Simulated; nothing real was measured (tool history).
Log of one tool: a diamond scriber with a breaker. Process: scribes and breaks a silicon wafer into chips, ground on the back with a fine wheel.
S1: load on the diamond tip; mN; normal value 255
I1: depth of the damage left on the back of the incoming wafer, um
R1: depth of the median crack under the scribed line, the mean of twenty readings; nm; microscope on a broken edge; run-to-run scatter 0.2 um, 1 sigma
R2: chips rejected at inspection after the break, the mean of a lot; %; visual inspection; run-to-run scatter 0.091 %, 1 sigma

Run 1, hour 0: usual settings but S1 215 mN; I1 2.35. Result: R1 8420 nm, R2 13.97 %.
At hour 41.8: diamond tip replaced by a new one.
Run 2, hour 55: usual settings but S1 311 mN; I1 1.61. Result: R1 11780 nm, R2 3.18 %.
At hour 82.6: load on the tip recalibrated.
Run 3, hour 93.3: usual settings but S1 311 mN; I1 2.16. Result: R1 12410 nm, R2 3.51 %.
Run 4, hour 156.7: usual settings but S1 277 mN; I1 2.88. Result: R1 11000 nm, R2 2.21 %.
Run 5, hour 329.7: usual settings but S1 202 mN; I1 1.98. Result: R1 9030 nm, R2 6.7 %.
Run 6, hour 375.5: usual settings but S1 202 mN; I1 2.37. Result: R1 8990 nm, R2 10.1 %.
Run 7, hour 458.2: usual settings but S1 230 mN; I1 2.14. Result: R1 9220 nm, R2 5.92 %.
Run 8, hour 482.3: usual settings but S1 230 mN; I1 2.32. Result: R1 9100 nm, R2 6.16 %.
Run 9, hour 517.3: usual settings but S1 280 mN; I1 1.67. Result: R1 10180 nm, R2 1.79 %.
Run 10, hour 588.1: usual settings but S1 280 mN; I1 1.79. Result: R1 9450 nm, R2 3.35 %.
At hour 594.8: diamond tip replaced by a new one.
Run 11, hour 640.1: usual settings but S1 280 mN; I1 2.52. Result: R1 11490 nm, R2 1.75 %.
Run 12, hour 688.4: usual settings but S1 217 mN; I1 1.72. Result: R1 9610 nm, R2 2.97 %.
Run 13, hour 744.1: usual settings but S1 217 mN; I1 1.56. Result: R1 9480 nm, R2 2.59 %.
Run 14, hour 815.2: usual settings but S1 326 mN; I1 2.03. Result: R1 12190 nm, R2 3.13 %.
Run 15, hour 884.4: usual settings but S1 233 mN; I1 2.11. Result: R1 9980 nm, R2 3.01 %.
At hour 887.6: load on the tip recalibrated.
Run 16, hour 934.6: usual settings but S1 281 mN; I1 2.94. Result: R1 10550 nm, R2 2.22 %.
Run 17, hour 976.6: usual settings; I1 2.26. Result: R1 10100 nm, R2 2.57 %.
At hour 1060.9: diamond tip replaced by a new one.
Run 18, hour 1106.9: usual settings; I1 1.59. Result: R1 10820 nm, R2 0.87 %.
Run 19, hour 1163.8: usual settings but S1 313 mN; I1 1.93. Result: R1 11950 nm, R2 2.72 %.
Run 20, hour 1235.8: usual settings but S1 304 mN; I1 1.59. Result: R1 11540 nm, R2 1.85 %.
Run 21, hour 1264.8: usual settings but S1 316 mN; I1 2.92. Result: R1 11840 nm, R2 3.28 %.
Run 22, hour 1322: usual settings but S1 213 mN; I1 2.96. Result: R1 9320 nm, R2 6.91 %.
Run 23, hour 1346.1: usual settings but S1 305 mN; I1 2.87. Result: R1 11410 nm, R2 2.2 %.
Run 24, hour 1395.9: usual settings; I1 2.42. Result: R1 9960 nm, R2 2.37 %.
Run 25, hour 1457.5: usual settings; I1 1.83. Result: R1 9570 nm, R2 2.71 %.
Run 26, hour 1500.8: usual settings; I1 2.54. Result: R1 9900 nm, R2 4.19 %.

Branching from run 26: 5 alternative next runs. What would each branch give?
Run A, hour 1501.4: usual settings but S1 229 mN; I1 2.53. Result: R1 ?, R2 ?.
Run B, hour 1501.4: usual settings but S1 211 mN; I1 2.53. Result: R1 ?, R2 ?.
Run C, hour 1501.4: usual settings but S1 299 mN; I1 2.53. Result: R1 ?, R2 ?.
Run D, hour 1501.4: usual settings but S1 290 mN; I1 2.53. Result: R1 ?, R2 ?.
Run E, hour 1501.4: usual settings but S1 191 mN; I1 2.53. Result: R1 ?, R2 ?.

run     R1     R2
  A   9320   7.84
  B   8890  11.26
  C  10880   1.72
  D  10690   1.97
  E   8410  16.17
With the hidden condition removed and each run's random variation left untouched, the same runs would have given:
run     R1    R2
  A  10430  2.51
  B   9960  4.16
  C  12190  2.95
  D  11970  2.43
  E   9420  7.15
